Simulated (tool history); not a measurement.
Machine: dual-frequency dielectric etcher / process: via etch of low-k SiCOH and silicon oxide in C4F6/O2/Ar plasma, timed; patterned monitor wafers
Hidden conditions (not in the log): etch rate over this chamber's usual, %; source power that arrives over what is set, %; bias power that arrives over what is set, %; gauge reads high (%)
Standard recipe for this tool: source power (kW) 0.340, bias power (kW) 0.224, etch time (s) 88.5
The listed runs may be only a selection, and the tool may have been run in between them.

run	day	source power (kW)	bias power (kW)	etch time (s)	wafers since the last listed run	hours since the last wet clean	hours since the last source power generator calibration	hours since the last bias power generator calibration	hours since the last upper electrode change	hours since the gauge calibration	read-back reference wafer on the same gauge, depth_nm	mean etch depth across the wafer (angstrom)
1	0.000	0.340	0.187	79.0	0	276.7	2028.4	4076.5	1773.8	247.3	234.0	1948
2	7.700	0.340	0.187	79.0	1442	461.5	2213.2	4261.3	1958.6	432.1	234.0	1987
3	10.025	0.340	0.224	88.5	435	517.3	2269.0	4317.1	2014.4	487.9	234.0	2408
# day 11.892: wet clean of the chamber
4	12.238	0.340	0.224	88.5	227	8.3	2322.1	4370.2	2067.5	541.0	234.2	2469
5	13.729	0.340	0.224	88.5	279	44.1	2357.9	4406.0	2103.3	576.8	233.9	2466
6	15.317	0.340	0.224	88.5	297	82.2	2396.0	4444.1	2141.4	614.9	234.0	2458
7	17.458	0.380	0.224	88.5	401	133.6	2447.4	4495.5	2192.8	666.3	234.0	2539
8	19.992	0.370	0.224	88.5	474	194.4	2508.2	4556.3	2253.6	727.1	234.0	2553
# day 22.175: upper electrode replaced
# day 23.079: bias power generator calibrated
# day 23.454: wet clean of the chamber, repeated, since the last time left the tool worse
9	23.475	0.370	0.224	88.5	363	0.5	2591.8	9.5	31.2	810.7	234.0	2359
10	25.675	0.340	0.245	88.5	412	53.3	2644.6	62.3	84.0	863.5	234.2	2385
11	28.567	0.340	0.245	88.5	541	122.7	2714.0	131.7	153.4	932.9	234.2	2405
12	30.858	0.340	0.240	88.5	429	177.7	2769.0	186.7	208.4	987.9	234.3	2414
13	31.929	0.340	0.173	66.5	200	203.4	2794.7	212.4	234.1	1013.6	234.0	1582
14	33.442	0.340	0.224	108.0	283	239.7	2831.0	248.7	270.4	1049.9	234.0	2856
15	36.262	0.280	0.263	99.5	528	307.4	2898.7	316.4	338.1	1117.6	233.9	2665
# day 36.929: gauge calibrated
16	38.958	0.400	0.262	88.5	504	372.1	2963.4	381.1	402.8	48.7	234.3	2636
# day 40.425: source power generator calibrated
17	41.454	0.270	0.224	88.5	436	432.0	24.7	441.0	462.7	108.6	234.0	2209
# day 43.771: wet clean of the chamber
18	43.792	0.270	0.171	106.0	250	0.5	80.8	497.1	518.8	164.7	233.7	2361
19	45.533	0.280	0.244	81.0	326	42.3	122.6	538.9	560.6	206.5	234.1	2109
20	47.529	0.340	0.224	88.5	373	90.2	170.5	586.8	608.5	254.4	233.7	2345
21	48.688	0.340	0.224	88.5	216	118.0	198.3	614.6	636.3	282.2	234.2	2368
22	50.692	0.380	0.224	104.5	375	166.1	246.4	662.7	684.4	330.3	233.5	2827
23	51.829	0.300	0.224	101.0	213	193.4	273.7	690.0	711.7	357.6	233.9	2569

Measured minus without-hidden-state, run by run (identical run-to-run variation in each term; gauge scatter may differ):
run	mean etch depth across the wafer (angstrom)
1	+31
2	+52
3	+70
4	+125
5	+130
6	+134
7	+145
8	+155
9	-6
10	+2
11	+12
12	+19
13	+15
14	+33
15	+41
16	+50
17	+50
18	+8
19	+12
20	+21
21	+24
22	+37
23	+37

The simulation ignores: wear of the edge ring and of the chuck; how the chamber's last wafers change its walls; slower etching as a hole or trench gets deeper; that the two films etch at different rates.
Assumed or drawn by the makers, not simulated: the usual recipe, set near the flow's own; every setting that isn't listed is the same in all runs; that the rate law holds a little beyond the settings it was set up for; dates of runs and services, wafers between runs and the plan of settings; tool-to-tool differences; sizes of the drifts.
